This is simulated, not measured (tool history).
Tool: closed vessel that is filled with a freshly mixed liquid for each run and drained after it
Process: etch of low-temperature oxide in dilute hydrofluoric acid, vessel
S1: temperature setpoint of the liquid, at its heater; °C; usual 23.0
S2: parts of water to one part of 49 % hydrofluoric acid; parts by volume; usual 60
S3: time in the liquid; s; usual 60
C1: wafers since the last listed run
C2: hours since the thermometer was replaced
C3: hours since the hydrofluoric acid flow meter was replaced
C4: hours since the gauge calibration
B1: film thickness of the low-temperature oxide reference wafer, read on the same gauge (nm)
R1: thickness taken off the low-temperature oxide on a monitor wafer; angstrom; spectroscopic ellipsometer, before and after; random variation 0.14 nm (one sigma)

run	day	S1	S2	S3	C1	C2	C3	C4	B1	R1
1	0.000	23.0	60	60	0	296.9	2266.9	27.9	150.00	205.9
2	2.771	23.0	60	60	4697	363.4	2333.4	94.4	150.02	204.8
3	6.358	23.0	60	60	6081	449.5	2419.5	180.5	150.01	206.2
# day 8.158: hydrofluoric acid flow meter replaced
4	8.412	23.0	60	60	3411	498.8	6.1	229.8	150.00	204.2
5	15.421	26.5	60	60	11881	667.0	174.3	398.0	149.99	236.6
6	18.562	26.5	60	60	5326	742.4	249.7	473.4	150.00	236.8
7	25.083	26.5	60	60	11054	898.9	406.2	629.9	150.00	235.5
8	28.900	23.0	60	60	6470	990.5	497.8	721.5	149.99	204.6
9	30.579	23.0	60	60	2846	1030.8	538.1	761.8	150.01	204.0
10	34.333	23.0	60	60	6364	1120.9	628.2	851.9	150.00	204.5
11	38.162	23.0	60	60	6491	1212.8	720.1	943.8	149.99	203.5
12	40.292	23.0	60	60	3609	1263.9	771.2	994.9	150.03	204.0
13	43.725	23.0	60	60	5820	1346.3	853.6	1077.3	150.00	203.6
14	48.833	23.0	60	60	8660	1468.9	976.2	1199.9	150.01	201.3
15	60.292	23.0	60	60	19425	1743.9	1251.2	1474.9	150.01	200.6
16	64.138	23.0	60	60	6519	1836.2	1343.5	1567.2	150.00	201.3
17	67.462	25.0	75	90	5636	1916.0	1423.3	1647.0	149.99	255.6
18	70.388	23.0	60	60	4958	1986.2	1493.5	1717.2	150.01	200.0
19	72.092	18.0	60	30	2889	2027.1	1534.4	1758.1	149.99	81.4

Run 20 comes next. What will it give?
20	73.783	23.0	60	60	2867	2067.7	1575.0	1798.7	?	?

{"run 20": {"B1": 150.0, "R1": 200.5}}
Without the tool's hidden state the same run would have given R1 207.7 angstrom.
